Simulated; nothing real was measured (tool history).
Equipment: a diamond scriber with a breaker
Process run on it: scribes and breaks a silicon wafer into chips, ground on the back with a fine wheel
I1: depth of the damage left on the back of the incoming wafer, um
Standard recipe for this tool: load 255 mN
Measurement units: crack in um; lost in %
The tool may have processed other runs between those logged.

Run 1, day 0: usual settings but load 315 mN; I1 2.91. Result: crack 7.6 um, lost 4.03 %.
Run 2, day 0.708: usual settings but load 315 mN; I1 1.85. Result: crack 7.57 um, lost 1.49 %.
At day 1.175: diamond tip replaced by a new one.
Run 3, day 1.588: usual settings but load 315 mN; I1 1.98. Result: crack 8.02 um, lost 1.95 %.
Run 4, day 2.458: usual settings but load 273 mN; I1 1.63. Result: crack 7.06 um, lost 1.34 %.
Run 5, day 3.008: usual settings; I1 2.43. Result: crack 6.77 um, lost 5.1 %.
Run 6, day 4.312: usual settings; I1 2.58. Result: crack 6.66 um, lost 5.76 %.
Run 7, day 5.038: usual settings; I1 1.63. Result: crack 6.6 um, lost 2.68 %.
Run 8, day 6.329: usual settings; I1 2.39. Result: crack 6.55 um, lost 5.68 %.
Run 9, day 7.696: usual settings but load 185 mN; I1 2.91. Result: crack 5.02 um, lost 29.62 %.
At day 8.462: load on the tip recalibrated.
Run 10, day 9.096: usual settings; I1 2.76. Result: crack 6.96 um, lost 5.63 %.
Run 11, day 9.662: usual settings but load 297 mN; I1 2.27. Result: crack 7.87 um, lost 2.6 %.
Run 12, day 10.225: usual settings but load 326 mN; I1 2.47. Result: crack 8.3 um, lost 3.21 %.
Run 13, day 10.833: usual settings but load 184 mN; I1 2.03. Result: crack 5.15 um, lost 19.33 %.
At day 11.142: diamond tip replaced by a new one.
Run 14, day 12.25: usual settings but load 236 mN; I1 2.91. Result: crack 6.82 um, lost 6.69 %.
Run 15, day 13.258: usual settings but load 287 mN; I1 1.88. Result: crack 7.81 um, lost 1.78 %.
Run 16, day 14.554: usual settings but load 196 mN; I1 2.99. Result: crack 5.71 um, lost 16 %.

3 options for the next run, each taken on its own from the tool as it stands now. Forecast them:
Run A, day 14.583: usual settings but load 214 mN; I1 2.55. Result: crack ?, lost ?.
Run B, day 14.583: usual settings but load 187 mN; I1 2.55. Result: crack ?, lost ?.
Run C, day 14.583: usual settings but load 202 mN; I1 2.55. Result: crack ?, lost ?.

run  crack   lost
  A   6.15   9.36
  B   5.49  17.25
  C   5.86  12.35
With no hidden state in the tool, these same runs would have given:
run  crack   lost
  A   6.38    7.4
  B    5.7  14.29
  C   6.09   9.94
